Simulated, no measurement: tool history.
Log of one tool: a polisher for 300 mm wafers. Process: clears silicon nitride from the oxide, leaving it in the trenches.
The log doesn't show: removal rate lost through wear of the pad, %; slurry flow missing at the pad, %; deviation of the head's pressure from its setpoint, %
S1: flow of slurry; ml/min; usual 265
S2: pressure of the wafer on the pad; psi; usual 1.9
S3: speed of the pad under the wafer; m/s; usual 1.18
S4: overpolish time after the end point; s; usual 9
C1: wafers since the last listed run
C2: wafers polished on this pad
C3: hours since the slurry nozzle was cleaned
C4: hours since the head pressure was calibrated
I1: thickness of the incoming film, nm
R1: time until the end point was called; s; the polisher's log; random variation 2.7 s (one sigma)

run 1 hour=0 | S1=265 S2=1.9 S3=0.88 S4=10 | C1=0 C2=352 C3=356.4 C4=564.7 | I1=110.9 | R1=194.4
run 2 hour=11.8 | S1=265 S2=1.9 S3=0.88 S4=10 | C1=114 C2=467 C3=368.2 C4=576.5 | I1=109.9 | R1=188.5
run 3 hour=18.6 | S1=265 S2=1.9 S3=1.18 S4=9 | C1=66 C2=533 C3=375 C4=583.3 | I1=110.3 | R1=146.7
run 4 hour=28.8 | S1=265 S2=1.9 S3=1.18 S4=9 | C1=99 C2=632 C3=385.2 C4=593.5 | I1=111.1 | R1=145.6
run 5 hour=41.5 | S1=265 S2=1.9 S3=1.18 S4=9 | C1=123 C2=756 C3=397.9 C4=606.2 | I1=109.7 | R1=148.1
run 6 hour=49.6 | S1=330 S2=1.9 S3=1.18 S4=9 | C1=78 C2=834 C3=406 C4=614.3 | I1=110.5 | R1=153.5
run 7 hour=62.2 | S1=330 S2=1.9 S3=1.18 S4=9 | C1=122 C2=957 C3=418.6 C4=626.9 | I1=108.2 | R1=148.8
-- hour=66.6 worn pad replaced by a new one
run 8 hour=80 | S1=265 S2=1.9 S3=1.18 S4=9 | C1=134 C2=130 C3=436.4 C4=644.7 | I1=110.6 | R1=134.9
run 9 hour=109.8 | S1=265 S2=1.9 S3=1.18 S4=9 | C1=289 C2=420 C3=466.2 C4=674.5 | I1=111.4 | R1=149.8
run 10 hour=126.1 | S1=265 S2=1.9 S3=1.18 S4=9 | C1=158 C2=578 C3=482.5 C4=690.8 | I1=111.5 | R1=146.4
run 11 hour=141.7 | S1=265 S2=1.9 S3=1.18 S4=9 | C1=151 C2=730 C3=498.1 C4=706.4 | I1=109.1 | R1=146.8
run 12 hour=157.3 | S1=265 S2=1.9 S3=1.18 S4=9 | C1=151 C2=882 C3=513.7 C4=722 | I1=110.2 | R1=150.5
run 13 hour=167.7 | S1=265 S2=1.9 S3=1.18 S4=9 | C1=101 C2=983 C3=524.1 C4=732.4 | I1=111.9 | R1=160.2
-- hour=176.2 worn pad replaced by a new one
run 14 hour=180.2 | S1=265 S2=1.9 S3=1.18 S4=9 | C1=82 C2=38 C3=536.6 C4=744.9 | I1=108.8 | R1=135.8
run 15 hour=195.3 | S1=265 S2=1.9 S3=1.18 S4=6 | C1=146 C2=185 C3=551.7 C4=760 | I1=109.2 | R1=137.9
run 16 hour=203.4 | S1=265 S2=1.9 S3=1.18 S4=6 | C1=78 C2=264 C3=559.8 C4=768.1 | I1=111.4 | R1=140.8
run 17 hour=211.6 | S1=265 S2=1.9 S3=1.18 S4=6 | C1=79 C2=344 C3=568 C4=776.3 | I1=109.8 | R1=142
run 18 hour=221.6 | S1=265 S2=1.9 S3=1.18 S4=9 | C1=97 C2=441 C3=578 C4=786.3 | I1=109.8 | R1=138.3
-- hour=231.8 slurry nozzle cleaned
run 19 hour=236.9 | S1=175 S2=1.9 S3=1.5 S4=9 | C1=139 C2=580 C3=5.1 C4=801.6 | I1=110.5 | R1=123.3
run 20 hour=253.1 | S1=265 S2=1.9 S3=1.54 S4=7 | C1=157 C2=737 C3=21.3 C4=817.8 | I1=109 | R1=114
-- hour=262.2 worn pad replaced by a new one
run 21 hour=262.7 | S1=265 S2=1.5 S3=1.3 S4=9 | C1=54 C2=5 C3=30.9 C4=827.4 | I1=109.7 | R1=157.2
run 22 hour=279.1 | S1=325 S2=1.9 S3=1.18 S4=14 | C1=159 C2=164 C3=47.3 C4=843.8 | I1=108.8 | R1=137
run 23 hour=289.2 | S1=265 S2=2.4 S3=1.18 S4=9 | C1=98 C2=263 C3=57.4 C4=853.9 | I1=108.3 | R1=105.2
run 24 hour=295.5 | S1=265 S2=1.9 S3=1.18 S4=9 | C1=61 C2=324 C3=63.7 C4=860.2 | I1=109.7 | R1=137.4
run 25 hour=309.1 | S1=340 S2=1.3 S3=1 S4=13 | C1=132 C2=456 C3=77.3 C4=873.8 | I1=108.2 | R1=233.3
run 26 hour=319.4 | S1=325 S2=2.6 S3=1 S4=7 | C1=100 C2=556 C3=87.6 C4=884.1 | I1=109 | R1=116.9
run 27 hour=329.1 | S1=355 S2=1.9 S3=1.18 S4=9 | C1=94 C2=651 C3=97.3 C4=893.8 | I1=108.5 | R1=139.5
run 28 hour=340.8 | S1=265 S2=1.9 S3=1.02 S4=9 | C1=113 C2=764 C3=109 C4=905.5 | I1=108.4 | R1=169.7
-- hour=348.3 head pressure recalibrated
-- hour=349 worn pad replaced by a new one
run 29 hour=358.7 | S1=340 S2=1.4 S3=0.98 S4=9 | C1=147 C2=94 C3=126.9 C4=10.4 | I1=109.7 | R1=211.1

Forecast run 30:
run 30 hour=366.4 | S1=350 S2=1.9 S3=1 S4=9 | C1=74 C2=169 C3=134.6 C4=18.1 | I1=111.6 | R1=?

Run 30 gave R1 167.9 s.
Without the tool's hidden state the same run would have given R1 163.6 s.

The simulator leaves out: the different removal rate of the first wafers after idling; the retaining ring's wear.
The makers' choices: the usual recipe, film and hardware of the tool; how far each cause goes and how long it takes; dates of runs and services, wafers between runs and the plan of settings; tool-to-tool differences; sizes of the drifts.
